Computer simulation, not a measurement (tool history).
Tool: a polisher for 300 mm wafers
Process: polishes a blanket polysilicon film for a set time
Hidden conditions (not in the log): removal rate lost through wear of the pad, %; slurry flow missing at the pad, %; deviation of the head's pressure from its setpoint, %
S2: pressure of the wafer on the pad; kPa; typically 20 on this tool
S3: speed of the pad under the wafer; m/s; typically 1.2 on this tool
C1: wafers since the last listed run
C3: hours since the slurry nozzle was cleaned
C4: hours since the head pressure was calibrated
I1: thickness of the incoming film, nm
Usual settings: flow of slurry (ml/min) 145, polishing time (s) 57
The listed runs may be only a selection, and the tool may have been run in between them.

{"run": 1, "hour": 0.0, "flow of slurry (ml/min)": 145, "S2": 20, "S3": 1.2, "polishing time (s)": 57, "C1": 0, "wafers polished on this pad": 551, "C3": 138.6, "C4": 767.3, "I1": 1673.6, "film removed (nm)": 489.7}
{"run": 2, "hour": 11.4, "flow of slurry (ml/min)": 145, "S2": 24.8, "S3": 0.92, "polishing time (s)": 57, "C1": 102, "wafers polished on this pad": 654, "C3": 150, "C4": 778.7, "I1": 1676.3, "film removed (nm)": 440.8}
{"run": 3, "hour": 26.9, "flow of slurry (ml/min)": 145, "S2": 24.8, "S3": 0.92, "polishing time (s)": 57, "C1": 140, "wafers polished on this pad": 794, "C3": 165.5, "C4": 794.2, "I1": 1704.2, "film removed (nm)": 440.3}
{"run": 4, "hour": 41.5, "flow of slurry (ml/min)": 145, "S2": 24.8, "S3": 0.92, "polishing time (s)": 57, "C1": 131, "wafers polished on this pad": 926, "C3": 180.1, "C4": 808.8, "I1": 1714, "film removed (nm)": 449.1}
{"run": 5, "hour": 53.5, "flow of slurry (ml/min)": 145, "S2": 20, "S3": 1.2, "polishing time (s)": 50, "C1": 108, "wafers polished on this pad": 1035, "C3": 192.1, "C4": 820.8, "I1": 1688.6, "film removed (nm)": 424.9}
{"hour": 64.2, "done": "worn pad replaced by a new one"}
{"run": 6, "hour": 86.6, "flow of slurry (ml/min)": 145, "S2": 15.2, "S3": 1.52, "polishing time (s)": 57, "C1": 262, "wafers polished on this pad": 202, "C3": 225.2, "C4": 853.9, "I1": 1677.1, "film removed (nm)": 500.9}
{"run": 7, "hour": 95.9, "flow of slurry (ml/min)": 145, "S2": 20, "S3": 1.2, "polishing time (s)": 49, "C1": 84, "wafers polished on this pad": 286, "C3": 234.5, "C4": 863.2, "I1": 1664.5, "film removed (nm)": 420.6}
{"hour": 108.3, "done": "head pressure recalibrated"}
{"run": 8, "hour": 110.9, "flow of slurry (ml/min)": 145, "S2": 20, "S3": 1.2, "polishing time (s)": 49, "C1": 117, "wafers polished on this pad": 404, "C3": 249.5, "C4": 2.6, "I1": 1679.4, "film removed (nm)": 419.6}
{"run": 9, "hour": 117.3, "flow of slurry (ml/min)": 145, "S2": 20, "S3": 1.2, "polishing time (s)": 49, "C1": 57, "wafers polished on this pad": 462, "C3": 255.9, "C4": 9, "I1": 1662.9, "film removed (nm)": 416.4}
{"run": 10, "hour": 124.9, "flow of slurry (ml/min)": 145, "S2": 20, "S3": 1.2, "polishing time (s)": 57, "C1": 68, "wafers polished on this pad": 530, "C3": 263.5, "C4": 16.6, "I1": 1706.4, "film removed (nm)": 485.4}
{"run": 11, "hour": 142.1, "flow of slurry (ml/min)": 145, "S2": 20, "S3": 1.2, "polishing time (s)": 57, "C1": 155, "wafers polished on this pad": 686, "C3": 280.7, "C4": 33.8, "I1": 1660.2, "film removed (nm)": 481.4}
{"run": 12, "hour": 157.9, "flow of slurry (ml/min)": 145, "S2": 20, "S3": 1.2, "polishing time (s)": 57, "C1": 142, "wafers polished on this pad": 828, "C3": 296.5, "C4": 49.6, "I1": 1679.2, "film removed (nm)": 491.9}
{"hour": 167.4, "done": "slurry nozzle cleaned"}
{"run": 13, "hour": 169.1, "flow of slurry (ml/min)": 145, "S2": 20, "S3": 1.2, "polishing time (s)": 57, "C1": 92, "wafers polished on this pad": 920, "C3": 1.7, "C4": 60.8, "I1": 1675.7, "film removed (nm)": 489}
{"run": 14, "hour": 184.9, "flow of slurry (ml/min)": 145, "S2": 20, "S3": 1.2, "polishing time (s)": 57, "C1": 142, "wafers polished on this pad": 1063, "C3": 17.5, "C4": 76.6, "I1": 1658, "film removed (nm)": 489.6}
{"run": 15, "hour": 202.2, "flow of slurry (ml/min)": 105, "S2": 26.9, "S3": 0.88, "polishing time (s)": 67, "C1": 156, "wafers polished on this pad": 1219, "C3": 34.8, "C4": 93.9, "I1": 1680.9, "film removed (nm)": 496.7}
{"hour": 213.7, "done": "worn pad replaced by a new one"}
{"run": 16, "hour": 214.2, "flow of slurry (ml/min)": 145, "S2": 24.8, "S3": 1.36, "polishing time (s)": 57, "C1": 72, "wafers polished on this pad": 4, "C3": 46.8, "C4": 105.9, "I1": 1693.6, "film removed (nm)": 637.1}
{"run": 17, "hour": 219.8, "flow of slurry (ml/min)": 195, "S2": 20, "S3": 1.48, "polishing time (s)": 76, "C1": 50, "wafers polished on this pad": 54, "C3": 52.4, "C4": 111.5, "I1": 1653, "film removed (nm)": 836.2}
{"run": 18, "hour": 231.2, "flow of slurry (ml/min)": 145, "S2": 20, "S3": 1.2, "polishing time (s)": 39, "C1": 102, "wafers polished on this pad": 157, "C3": 63.8, "C4": 122.9, "I1": 1665.2, "film removed (nm)": 336.1}
{"run": 19, "hour": 239.3, "flow of slurry (ml/min)": 145, "S2": 20, "S3": 1.2, "polishing time (s)": 57, "C1": 73, "wafers polished on this pad": 230, "C3": 71.9, "C4": 131, "I1": 1698.9, "film removed (nm)": 487}
{"run": 20, "hour": 252.9, "flow of slurry (ml/min)": 105, "S2": 26.9, "S3": 0.88, "polishing time (s)": 67, "C1": 122, "wafers polished on this pad": 353, "C3": 85.5, "C4": 144.6, "I1": 1682.5, "film removed (nm)": 504.4}
{"run": 21, "hour": 260.0, "flow of slurry (ml/min)": 145, "S2": 26.2, "S3": 1.2, "polishing time (s)": 57, "C1": 64, "wafers polished on this pad": 417, "C3": 92.6, "C4": 151.7, "I1": 1661.3, "film removed (nm)": 587.2}
{"run": 22, "hour": 274.4, "flow of slurry (ml/min)": 105, "S2": 22.1, "S3": 1.58, "polishing time (s)": 57, "C1": 130, "wafers polished on this pad": 547, "C3": 107, "C4": 166.1, "I1": 1659.4, "film removed (nm)": 613.9}
{"run": 23, "hour": 280.5, "flow of slurry (ml/min)": 145, "S2": 20, "S3": 1.2, "polishing time (s)": 57, "C1": 55, "wafers polished on this pad": 603, "C3": 113.1, "C4": 172.2, "I1": 1673.2, "film removed (nm)": 483}
{"run": 24, "hour": 297.7, "flow of slurry (ml/min)": 180, "S2": 24.8, "S3": 1.2, "polishing time (s)": 46, "C1": 155, "wafers polished on this pad": 758, "C3": 130.3, "C4": 189.4, "I1": 1658.3, "film removed (nm)": 466.9}
{"run": 25, "hour": 313.7, "flow of slurry (ml/min)": 145, "S2": 24.8, "S3": 1.2, "polishing time (s)": 57, "C1": 144, "wafers polished on this pad": 902, "C3": 146.3, "C4": 205.4, "I1": 1679, "film removed (nm)": 568.1}
{"run": 26, "hour": 320.9, "flow of slurry (ml/min)": 145, "S2": 20, "S3": 1.2, "polishing time (s)": 57, "C1": 65, "wafers polished on this pad": 967, "C3": 153.5, "C4": 212.6, "I1": 1684.9, "film removed (nm)": 481.8}
{"run": 27, "hour": 332.9, "flow of slurry (ml/min)": 195, "S2": 20, "S3": 0.98, "polishing time (s)": 57, "C1": 108, "wafers polished on this pad": 1076, "C3": 165.5, "C4": 224.6, "I1": 1669.1, "film removed (nm)": 420.1}
{"run": 28, "hour": 346.9, "flow of slurry (ml/min)": 115, "S2": 20, "S3": 0.82, "polishing time (s)": 72, "C1": 126, "wafers polished on this pad": 1202, "C3": 179.5, "C4": 238.6, "I1": 1681, "film removed (nm)": 413.2}
{"hour": 352.7, "done": "worn pad replaced by a new one"}
{"run": 29, "hour": 353.6, "flow of slurry (ml/min)": 185, "S2": 20, "S3": 1.34, "polishing time (s)": 70, "C1": 24, "wafers polished on this pad": 7, "C3": 186.2, "C4": 245.3, "I1": 1704, "film removed (nm)": 694.8}

Here are 3 independent what-if runs from the current tool condition. What would each one return?
{"run": "A", "hour": 354.0, "flow of slurry (ml/min)": 145, "S2": 20, "S3": 1.2, "polishing time (s)": 57, "C1": 3, "wafers polished on this pad": 11, "C3": 186.6, "C4": 245.7, "I1": 1673.9, "film removed (nm)": "?"}
{"run": "B", "hour": 354.0, "flow of slurry (ml/min)": 195, "S2": 20, "S3": 1.58, "polishing time (s)": 48, "C1": 3, "wafers polished on this pad": 11, "C3": 186.6, "C4": 245.7, "I1": 1673.9, "film removed (nm)": "?"}
{"run": "C", "hour": 354.0, "flow of slurry (ml/min)": 100, "S2": 17.2, "S3": 1.38, "polishing time (s)": 69, "C1": 3, "wafers polished on this pad": 11, "C3": 186.6, "C4": 245.7, "I1": 1673.9, "film removed (nm)": "?"}

run=A film_removed_(nm)=479.9
run=B film_removed_(nm)=546.5
run=C film_removed_(nm)=543.2
With the hidden condition removed and each run's random variation left untouched, the same runs would have given:
run=A film_removed_(nm)=479.9
run=B film_removed_(nm)=546.5
run=C film_removed_(nm)=543.2
